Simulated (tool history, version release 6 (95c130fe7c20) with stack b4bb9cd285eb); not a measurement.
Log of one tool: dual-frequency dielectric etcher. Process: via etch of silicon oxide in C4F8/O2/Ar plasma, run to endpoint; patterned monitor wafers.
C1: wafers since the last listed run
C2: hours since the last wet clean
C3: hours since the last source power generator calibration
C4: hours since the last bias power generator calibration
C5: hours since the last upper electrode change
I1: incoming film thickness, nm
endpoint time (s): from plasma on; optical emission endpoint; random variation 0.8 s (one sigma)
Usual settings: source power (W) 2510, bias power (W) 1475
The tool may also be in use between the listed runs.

Run 1, hour 0: usual settings but source power (W) 2940; C1 0; C2 45.9; C3 3252.6; C4 1203; C5 5268.8; I1 1160.5. Result: endpoint time (s) 198.4.
Run 2, hour 30.7: usual settings but source power (W) 2940; C1 145; C2 76.6; C3 3283.3; C4 1233.7; C5 5299.5; I1 1166.2. Result: endpoint time (s) 198.9.
Run 3, hour 86.5: usual settings; C1 264; C2 132.4; C3 3339.1; C4 1289.5; C5 5355.3; I1 1144.9. Result: endpoint time (s) 204.2.
Run 4, hour 124.4: usual settings; C1 179; C2 170.3; C3 3377; C4 1327.4; C5 5393.2; I1 1154.4. Result: endpoint time (s) 206.9.
Run 5, hour 183: usual settings; C1 277; C2 228.9; C3 3435.6; C4 1386; C5 5451.8; I1 1150.3. Result: endpoint time (s) 204.5.
Run 6, hour 209.2: usual settings but bias power (W) 1760; C1 124; C2 255.1; C3 3461.8; C4 1412.2; C5 5478; I1 1152.6. Result: endpoint time (s) 190.9.
Run 7, hour 280.8: usual settings but source power (W) 2200, bias power (W) 1386; C1 339; C2 326.7; C3 3533.4; C4 1483.8; C5 5549.6; I1 1162.2. Result: endpoint time (s) 219.3.
At hour 316.3: source power generator calibrated.
At hour 354.8: wet clean of the chamber.
Run 8, hour 355.3: usual settings; C1 220; C2 0.5; C3 39; C4 1558.3; C5 5624.1; I1 1154.8. Result: endpoint time (s) 209.6.
At hour 399: upper electrode replaced.
Run 9, hour 416.4: usual settings; C1 175; C2 61.6; C3 100.1; C4 1619.4; C5 17.4; I1 1155.1. Result: endpoint time (s) 208.3.
Run 10, hour 475.2: usual settings but source power (W) 2930, bias power (W) 1670; C1 278; C2 120.4; C3 158.9; C4 1678.2; C5 76.2; I1 1148.8. Result: endpoint time (s) 187.5.
Run 11, hour 527: usual settings but source power (W) 2210, bias power (W) 1713; C1 245; C2 172.2; C3 210.7; C4 1730; C5 128; I1 1149. Result: endpoint time (s) 203.6.
At hour 568.4: bias power generator calibrated.
Run 12, hour 590.8: usual settings; C1 283; C2 236; C3 274.5; C4 22.4; C5 191.8; I1 1148.3. Result: endpoint time (s) 203.5.
Run 13, hour 622: usual settings but source power (W) 2270, bias power (W) 1378; C1 147; C2 267.2; C3 305.7; C4 53.6; C5 223; I1 1151. Result: endpoint time (s) 215.4.
At hour 684.5: wet clean of the chamber.
Run 14, hour 692.7: usual settings but source power (W) 2290, bias power (W) 1617; C1 221; C2 8.2; C3 376.4; C4 124.3; C5 293.7; I1 1139.7. Result: endpoint time (s) 207.3.
Run 15, hour 725.2: usual settings but source power (W) 3110, bias power (W) 1149; C1 153; C2 40.7; C3 408.9; C4 156.8; C5 326.2; I1 1140.7. Result: endpoint time (s) 207.3.
Run 16, hour 783.6: usual settings but source power (W) 1950, bias power (W) 1622; C1 276; C2 99.1; C3 467.3; C4 215.2; C5 384.6; I1 1152.8. Result: endpoint time (s) 219.5.
Run 17, hour 839.8: usual settings but source power (W) 3080, bias power (W) 1312; C1 266; C2 155.3; C3 523.5; C4 271.4; C5 440.8; I1 1153.7. Result: endpoint time (s) 199.8.
Run 18, hour 910.6: usual settings; C1 335; C2 226.1; C3 594.3; C4 342.2; C5 511.6; I1 1158. Result: endpoint time (s) 205.3.
Run 19, hour 965.6: usual settings but source power (W) 2690, bias power (W) 1271; C1 260; C2 281.1; C3 649.3; C4 397.2; C5 566.6; I1 1147.8. Result: endpoint time (s) 208.4.

Each run again, without the hidden state but with its own random variation kept:
The hidden state here: etch rate over this chamber's usual, %; source power that arrives over what is set, %; bias power that arrives over what is set, %.
run  endpoint time (s)
  1              198.9
  2                200
  3              206.5
  4              210.1
  5              208.9
  6              195.5
  7              226.2
  8              209.6
  9              209.7
 10              189.8
 11              207.2
 12              208.5
 13              221.3
 14              206.5
 15              207.2
 16              220.8
 17              202.1
 18              209.2
 19              213.6
